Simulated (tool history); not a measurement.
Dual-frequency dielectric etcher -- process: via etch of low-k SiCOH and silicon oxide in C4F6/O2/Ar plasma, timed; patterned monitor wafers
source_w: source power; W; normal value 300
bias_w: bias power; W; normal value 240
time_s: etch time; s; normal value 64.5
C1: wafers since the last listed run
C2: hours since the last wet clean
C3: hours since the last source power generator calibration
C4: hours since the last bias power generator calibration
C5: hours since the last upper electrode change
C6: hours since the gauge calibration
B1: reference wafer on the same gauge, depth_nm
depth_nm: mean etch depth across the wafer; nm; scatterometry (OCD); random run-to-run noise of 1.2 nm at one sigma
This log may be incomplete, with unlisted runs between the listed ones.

{"run": 1, "hour": 0.0, "source_w": 300, "bias_w": 193, "time_s": 64.5, "C1": 0, "C2": 323.3, "C3": 1428.7, "C4": 1656.5, "C5": 4676.6, "C6": 310.2, "B1": 189.3, "depth_nm": 162.4}
{"run": 2, "hour": 62.5, "source_w": 300, "bias_w": 193, "time_s": 64.5, "C1": 788, "C2": 385.8, "C3": 1491.2, "C4": 1719.0, "C5": 4739.1, "C6": 372.7, "B1": 189.2, "depth_nm": 163.2}
{"run": 3, "hour": 98.2, "source_w": 300, "bias_w": 193, "time_s": 64.5, "C1": 450, "C2": 421.5, "C3": 1526.9, "C4": 1754.7, "C5": 4774.8, "C6": 408.4, "B1": 189.0, "depth_nm": 161.1}
{"run": 4, "hour": 126.0, "source_w": 300, "bias_w": 240, "time_s": 64.5, "C1": 350, "C2": 449.3, "C3": 1554.7, "C4": 1782.5, "C5": 4802.6, "C6": 436.2, "B1": 189.0, "depth_nm": 170.7}
{"run": 5, "hour": 192.7, "source_w": 300, "bias_w": 240, "time_s": 64.5, "C1": 841, "C2": 516.0, "C3": 1621.4, "C4": 1849.2, "C5": 4869.3, "C6": 502.9, "B1": 188.9, "depth_nm": 172.2}
{"run": 6, "hour": 259.3, "source_w": 350, "bias_w": 256, "time_s": 64.5, "C1": 840, "C2": 582.6, "C3": 1688.0, "C4": 1915.8, "C5": 4935.9, "C6": 569.5, "B1": 189.1, "depth_nm": 183.6}
{"hour": 306.5, "done": "wet clean of the chamber"}
{"run": 7, "hour": 308.8, "source_w": 350, "bias_w": 256, "time_s": 64.5, "C1": 321, "C2": 2.3, "C3": 1737.5, "C4": 1965.3, "C5": 4985.4, "C6": 619.0, "B1": 188.8, "depth_nm": 184.0}
{"run": 8, "hour": 375.0, "source_w": 250, "bias_w": 240, "time_s": 64.5, "C1": 835, "C2": 68.5, "C3": 1803.7, "C4": 2031.5, "C5": 5051.6, "C6": 685.2, "B1": 189.5, "depth_nm": 161.4}
{"run": 9, "hour": 408.5, "source_w": 340, "bias_w": 240, "time_s": 64.5, "C1": 422, "C2": 102.0, "C3": 1837.2, "C4": 2065.0, "C5": 5085.1, "C6": 718.7, "B1": 189.0, "depth_nm": 180.0}
{"hour": 441.9, "done": "upper electrode replaced"}
{"hour": 451.2, "done": "source power generator calibrated"}
{"run": 10, "hour": 475.3, "source_w": 340, "bias_w": 240, "time_s": 64.5, "C1": 489, "C2": 168.8, "C3": 24.1, "C4": 2131.8, "C5": 33.4, "C6": 785.5, "B1": 188.6, "depth_nm": 178.7}
{"hour": 497.6, "done": "bias power generator calibrated"}
{"run": 11, "hour": 539.3, "source_w": 300, "bias_w": 240, "time_s": 64.5, "C1": 757, "C2": 232.8, "C3": 88.1, "C4": 41.7, "C5": 97.4, "C6": 849.5, "B1": 189.0, "depth_nm": 170.9}
{"hour": 542.8, "done": "gauge calibrated"}
{"run": 12, "hour": 566.9, "source_w": 380, "bias_w": 294, "time_s": 56.5, "C1": 348, "C2": 260.4, "C3": 115.7, "C4": 69.3, "C5": 125.0, "C6": 24.1, "B1": 188.8, "depth_nm": 172.3}
{"run": 13, "hour": 615.7, "source_w": 300, "bias_w": 240, "time_s": 64.5, "C1": 615, "C2": 309.2, "C3": 164.5, "C4": 118.1, "C5": 173.8, "C6": 72.9, "B1": 189.1, "depth_nm": 171.5}
{"run": 14, "hour": 666.4, "source_w": 300, "bias_w": 281, "time_s": 81.5, "C1": 639, "C2": 359.9, "C3": 215.2, "C4": 168.8, "C5": 224.5, "C6": 123.6, "B1": 189.4, "depth_nm": 226.4}
{"run": 15, "hour": 705.6, "source_w": 360, "bias_w": 240, "time_s": 46.0, "C1": 494, "C2": 399.1, "C3": 254.4, "C4": 208.0, "C5": 263.7, "C6": 162.8, "B1": 189.2, "depth_nm": 129.4}
{"run": 16, "hour": 730.3, "source_w": 250, "bias_w": 209, "time_s": 52.0, "C1": 311, "C2": 423.8, "C3": 279.1, "C4": 232.7, "C5": 288.4, "C6": 187.5, "B1": 189.0, "depth_nm": 126.2}
{"run": 17, "hour": 798.2, "source_w": 330, "bias_w": 296, "time_s": 80.0, "C1": 856, "C2": 491.7, "C3": 347.0, "C4": 300.6, "C5": 356.3, "C6": 255.4, "B1": 189.0, "depth_nm": 233.3}
{"hour": 829.6, "done": "wet clean of the chamber"}
{"run": 18, "hour": 830.1, "source_w": 330, "bias_w": 291, "time_s": 81.5, "C1": 99, "C2": 0.5, "C3": 378.9, "C4": 332.5, "C5": 388.2, "C6": 287.3, "B1": 189.4, "depth_nm": 235.4}
{"run": 19, "hour": 860.4, "source_w": 300, "bias_w": 291, "time_s": 45.5, "C1": 382, "C2": 30.8, "C3": 409.2, "C4": 362.8, "C5": 418.5, "C6": 317.6, "B1": 189.1, "depth_nm": 125.3}
{"run": 20, "hour": 896.0, "source_w": 300, "bias_w": 240, "time_s": 79.0, "C1": 449, "C2": 66.4, "C3": 444.8, "C4": 398.4, "C5": 454.1, "C6": 353.2, "B1": 189.2, "depth_nm": 212.0}
{"run": 21, "hour": 948.9, "source_w": 300, "bias_w": 240, "time_s": 64.5, "C1": 667, "C2": 119.3, "C3": 497.7, "C4": 451.3, "C5": 507.0, "C6": 406.1, "B1": 188.5, "depth_nm": 171.5}

Run-by-run hidden state of the tool:
etch rate over this chamber's usual, %: 0 at every run
source power that arrives over what is set, %: 0 at every run
bias power that arrives over what is set, %: 0 at every run
gauge reads high (%): 0 at every run
